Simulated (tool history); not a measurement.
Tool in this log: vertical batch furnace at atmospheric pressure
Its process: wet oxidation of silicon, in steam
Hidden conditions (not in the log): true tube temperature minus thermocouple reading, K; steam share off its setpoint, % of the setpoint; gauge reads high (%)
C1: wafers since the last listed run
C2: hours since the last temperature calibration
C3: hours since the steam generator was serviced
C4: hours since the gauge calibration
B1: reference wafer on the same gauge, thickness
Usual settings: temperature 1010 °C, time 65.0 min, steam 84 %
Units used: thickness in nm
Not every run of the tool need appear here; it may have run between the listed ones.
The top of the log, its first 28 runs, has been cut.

run 29 day=29.271 | temperature=1003 time=65.0 steam=92 | C1=165 C2=486.8 C3=39.5 C4=244.9 | B1=363.00 | thickness=432.89
run 30 day=29.917 | temperature=993 time=65.0 steam=84 | C1=149 C2=502.3 C3=55.0 C4=260.4 | B1=362.98 | thickness=380.90
run 31 day=31.158 | temperature=1029 time=54.5 steam=75 | C1=288 C2=532.1 C3=84.8 C4=290.2 | B1=363.06 | thickness=397.87
run 32 day=32.296 | temperature=986 time=52.0 steam=92 | C1=263 C2=559.4 C3=112.1 C4=317.5 | B1=363.10 | thickness=332.38
run 33 day=33.658 | temperature=1034 time=65.0 steam=84 | C1=316 C2=592.1 C3=144.8 C4=350.2 | B1=362.89 | thickness=487.86
run 34 day=34.467 | temperature=1010 time=65.0 steam=84 | C1=187 C2=611.5 C3=164.2 C4=369.6 | B1=362.82 | thickness=425.52
run 35 day=35.721 | temperature=1010 time=65.0 steam=92 | C1=290 C2=641.6 C3=194.3 C4=399.7 | B1=362.89 | thickness=448.40
run 36 day=36.758 | temperature=1010 time=77.0 steam=84 | C1=240 C2=666.5 C3=219.2 C4=424.6 | B1=363.07 | thickness=472.20
run 37 day=38.221 | temperature=1010 time=94.0 steam=93 | C1=339 C2=701.6 C3=254.3 C4=459.7 | B1=362.86 | thickness=567.51
run 38 day=38.762 | temperature=1010 time=65.0 steam=84 | C1=125 C2=714.6 C3=267.3 C4=472.7 | B1=363.09 | thickness=421.09

Here are 4 independent what-if runs from the current tool condition. What would each one return?
run A day=39.004 | temperature=1010 time=65.0 steam=84 | C1=56 C2=720.4 C3=273.1 C4=478.5 | B1=? | thickness=?
run B day=39.004 | temperature=1027 time=50.0 steam=84 | C1=56 C2=720.4 C3=273.1 C4=478.5 | B1=? | thickness=?
run C day=39.004 | temperature=1033 time=65.0 steam=84 | C1=56 C2=720.4 C3=273.1 C4=478.5 | B1=? | thickness=?
run D day=39.004 | temperature=1030 time=88.5 steam=96 | C1=56 C2=720.4 C3=273.1 C4=478.5 | B1=? | thickness=?

run=A B1=362.93 thickness=421.06
run=B B1=362.93 thickness=396.07
run=C B1=362.93 thickness=480.83
run=D B1=362.93 thickness=616.45
Without the tool's unlogged condition, the same runs would have read:
run=A thickness=417.68
run=B thickness=393.22
run=C thickness=478.02
run=D thickness=613.45
